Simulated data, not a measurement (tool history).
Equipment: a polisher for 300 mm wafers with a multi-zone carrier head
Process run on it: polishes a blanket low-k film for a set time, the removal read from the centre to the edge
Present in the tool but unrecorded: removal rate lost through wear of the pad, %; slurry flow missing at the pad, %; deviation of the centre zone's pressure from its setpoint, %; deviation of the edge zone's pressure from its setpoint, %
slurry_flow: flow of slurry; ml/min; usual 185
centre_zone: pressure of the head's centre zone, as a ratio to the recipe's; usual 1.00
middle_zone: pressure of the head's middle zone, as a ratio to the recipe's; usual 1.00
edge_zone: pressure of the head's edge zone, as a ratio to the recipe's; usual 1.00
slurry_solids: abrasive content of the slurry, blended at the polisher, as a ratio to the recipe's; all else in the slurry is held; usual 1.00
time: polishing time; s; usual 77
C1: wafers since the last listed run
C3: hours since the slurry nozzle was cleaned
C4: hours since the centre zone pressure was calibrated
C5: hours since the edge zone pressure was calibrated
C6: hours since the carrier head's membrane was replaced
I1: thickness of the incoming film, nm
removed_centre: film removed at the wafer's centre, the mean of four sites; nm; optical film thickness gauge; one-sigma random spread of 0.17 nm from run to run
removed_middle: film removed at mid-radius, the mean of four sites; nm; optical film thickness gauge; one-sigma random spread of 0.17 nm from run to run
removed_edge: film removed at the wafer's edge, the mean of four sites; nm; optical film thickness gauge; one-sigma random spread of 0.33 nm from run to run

run 1 hour=0.0 | slurry_flow=185 centre_zone=1.00 middle_zone=1.00 edge_zone=1.00 slurry_solids=1.00 time=77 | C1=0 wafers_polished_on_this_pad=1001 C3=42.3 C4=306.4 C5=69.4 C6=661.7 | I1=754.2 | removed_centre=24.3 removed_middle=24.1 removed_edge=24.1
run 2 hour=56.0 | slurry_flow=185 centre_zone=1.00 middle_zone=1.00 edge_zone=1.00 slurry_solids=1.10 time=77 | C1=285 wafers_polished_on_this_pad=1287 C3=98.3 C4=362.4 C5=125.4 C6=717.7 | I1=743.9 | removed_centre=25.0 removed_middle=24.5 removed_edge=24.2
-- hour=79.2 carrier head's membrane replaced by a new one
run 3 hour=111.9 | slurry_flow=185 centre_zone=1.00 middle_zone=1.00 edge_zone=1.00 slurry_solids=1.10 time=77 | C1=259 wafers_polished_on_this_pad=1547 C3=154.2 C4=418.3 C5=181.3 C6=32.7 | I1=762.1 | removed_centre=25.0 removed_middle=24.3 removed_edge=23.5
-- hour=132.1 centre zone pressure recalibrated
-- hour=171.0 worn pad replaced by a new one
run 4 hour=290.7 | slurry_flow=185 centre_zone=1.00 middle_zone=1.00 edge_zone=1.00 slurry_solids=1.10 time=77 | C1=882 wafers_polished_on_this_pad=611 C3=333.0 C4=158.6 C5=360.1 C6=211.5 | I1=746.7 | removed_centre=25.2 removed_middle=25.0 removed_edge=24.5
-- hour=308.7 slurry nozzle cleaned
run 5 hour=320.3 | slurry_flow=185 centre_zone=1.00 middle_zone=0.93 edge_zone=1.00 slurry_solids=1.00 time=77 | C1=146 wafers_polished_on_this_pad=757 C3=11.6 C4=188.2 C5=389.7 C6=241.1 | I1=750.6 | removed_centre=24.2 removed_middle=23.1 removed_edge=24.0
run 6 hour=385.9 | slurry_flow=240 centre_zone=1.00 middle_zone=0.94 edge_zone=1.00 slurry_solids=1.00 time=77 | C1=335 wafers_polished_on_this_pad=1092 C3=77.2 C4=253.8 C5=455.3 C6=306.7 | I1=749.1 | removed_centre=25.5 removed_middle=23.6 removed_edge=24.0
run 7 hour=439.8 | slurry_flow=130 centre_zone=1.05 middle_zone=1.00 edge_zone=0.94 slurry_solids=1.00 time=66 | C1=275 wafers_polished_on_this_pad=1367 C3=131.1 C4=307.7 C5=509.2 C6=360.6 | I1=765.0 | removed_centre=19.7 removed_middle=19.1 removed_edge=18.6
-- hour=443.7 edge zone pressure recalibrated
run 8 hour=468.8 | slurry_flow=185 centre_zone=1.00 middle_zone=1.00 edge_zone=1.00 slurry_solids=1.00 time=97 | C1=137 wafers_polished_on_this_pad=1505 C3=160.1 C4=336.7 C5=25.1 C6=389.6 | I1=737.1 | removed_centre=30.4 removed_middle=29.6 removed_edge=30.1
run 9 hour=547.4 | slurry_flow=150 centre_zone=1.09 middle_zone=1.00 edge_zone=1.09 slurry_solids=1.20 time=77 | C1=401 wafers_polished_on_this_pad=1906 C3=238.7 C4=415.3 C5=103.7 C6=468.2 | I1=750.1 | removed_centre=25.7 removed_middle=24.1 removed_edge=24.4
-- hour=564.7 worn pad replaced by a new one
-- hour=609.5 centre zone pressure recalibrated
run 10 hour=613.4 | slurry_flow=185 centre_zone=1.00 middle_zone=1.00 edge_zone=1.04 slurry_solids=1.00 time=77 | C1=306 wafers_polished_on_this_pad=238 C3=304.7 C4=3.9 C5=169.7 C6=534.2 | I1=735.5 | removed_centre=24.7 removed_middle=24.5 removed_edge=23.9
-- hour=614.9 slurry nozzle cleaned
run 11 hour=674.2 | slurry_flow=185 centre_zone=1.11 middle_zone=1.00 edge_zone=1.00 slurry_solids=1.00 time=88 | C1=305 wafers_polished_on_this_pad=543 C3=59.3 C4=64.7 C5=230.5 C6=595.0 | I1=757.1 | removed_centre=30.3 removed_middle=27.8 removed_edge=27.1
run 12 hour=709.1 | slurry_flow=185 centre_zone=1.00 middle_zone=1.04 edge_zone=1.00 slurry_solids=1.00 time=77 | C1=178 wafers_polished_on_this_pad=721 C3=94.2 C4=99.6 C5=265.4 C6=629.9 | I1=759.9 | removed_centre=24.4 removed_middle=24.8 removed_edge=23.4
-- hour=747.1 carrier head's membrane replaced by a new one
run 13 hour=756.3 | slurry_flow=205 centre_zone=1.00 middle_zone=1.00 edge_zone=1.00 slurry_solids=1.15 time=77 | C1=215 wafers_polished_on_this_pad=937 C3=141.4 C4=146.8 C5=312.6 C6=9.2 | I1=736.8 | removed_centre=25.9 removed_middle=25.8 removed_edge=25.2
run 14 hour=800.6 | slurry_flow=185 centre_zone=1.03 middle_zone=1.00 edge_zone=1.00 slurry_solids=1.00 time=59 | C1=226 wafers_polished_on_this_pad=1163 C3=185.7 C4=191.1 C5=356.9 C6=53.5 | I1=750.1 | removed_centre=18.9 removed_middle=18.3 removed_edge=18.4
-- hour=905.1 worn pad replaced by a new one
-- hour=938.1 edge zone pressure recalibrated
run 15 hour=967.6 | slurry_flow=155 centre_zone=1.00 middle_zone=1.00 edge_zone=1.00 slurry_solids=1.00 time=51 | C1=822 wafers_polished_on_this_pad=308 C3=352.7 C4=358.1 C5=29.5 C6=220.5 | I1=738.4 | removed_centre=15.7 removed_middle=15.7 removed_edge=15.6
-- hour=975.2 slurry nozzle cleaned
run 16 hour=1005.2 | slurry_flow=135 centre_zone=1.00 middle_zone=1.00 edge_zone=1.07 slurry_solids=1.00 time=99 | C1=186 wafers_polished_on_this_pad=495 C3=30.0 C4=395.7 C5=67.1 C6=258.1 | I1=736.9 | removed_centre=29.6 removed_middle=29.5 removed_edge=30.6
run 17 hour=1049.3 | slurry_flow=185 centre_zone=1.00 middle_zone=1.00 edge_zone=1.00 slurry_solids=1.00 time=77 | C1=225 wafers_polished_on_this_pad=721 C3=74.1 C4=439.8 C5=111.2 C6=302.2 | I1=748.5 | removed_centre=24.5 removed_middle=24.5 removed_edge=23.8
-- hour=1058.0 centre zone pressure recalibrated
run 18 hour=1101.5 | slurry_flow=185 centre_zone=0.90 middle_zone=0.95 edge_zone=1.00 slurry_solids=0.85 time=103 | C1=256 wafers_polished_on_this_pad=977 C3=126.3 C4=43.5 C5=163.4 C6=354.4 | I1=755.6 | removed_centre=28.5 removed_middle=29.4 removed_edge=30.0
run 19 hour=1129.3 | slurry_flow=185 centre_zone=1.00 middle_zone=1.00 edge_zone=1.00 slurry_solids=1.00 time=77 | C1=141 wafers_polished_on_this_pad=1119 C3=154.1 C4=71.3 C5=191.2 C6=382.2 | I1=752.6 | removed_centre=24.2 removed_middle=24.0 removed_edge=23.9
-- hour=1276.6 worn pad replaced by a new one
-- hour=1307.1 slurry nozzle cleaned
-- hour=1312.3 carrier head's membrane replaced by a new one
run 20 hour=1343.3 | slurry_flow=185 centre_zone=1.00 middle_zone=1.00 edge_zone=0.88 slurry_solids=0.90 time=103 | C1=1041 wafers_polished_on_this_pad=309 C3=36.2 C4=285.3 C5=405.2 C6=31.0 | I1=746.5 | removed_centre=31.7 removed_middle=31.2 removed_edge=28.7

What was the tool's hidden state at every run in the log?
slurry flow missing at the pad, %: 0, the same for each run
deviation of the centre zone's pressure from its setpoint, %: 0, the same for each run
deviation of the edge zone's pressure from its setpoint, %: 0, the same for each run
H1: removal rate lost through wear of the pad, %
run=1 H1=1.39
run=2 H1=2.14
run=3 H1=3.07
run=4 H1=0.628
run=5 H1=0.862
run=6 H1=1.56
run=7 H1=2.33
run=8 H1=2.82
run=9 H1=4.37
run=10 H1=0.0898
run=11 H1=0.373
run=12 H1=0.633
run=13 H1=1.1
run=14 H1=1.66
run=15 H1=0.256
run=16 H1=0.436
run=17 H1=0.753
run=18 H1=1.28
run=19 H1=1.62
run=20 H1=0.41

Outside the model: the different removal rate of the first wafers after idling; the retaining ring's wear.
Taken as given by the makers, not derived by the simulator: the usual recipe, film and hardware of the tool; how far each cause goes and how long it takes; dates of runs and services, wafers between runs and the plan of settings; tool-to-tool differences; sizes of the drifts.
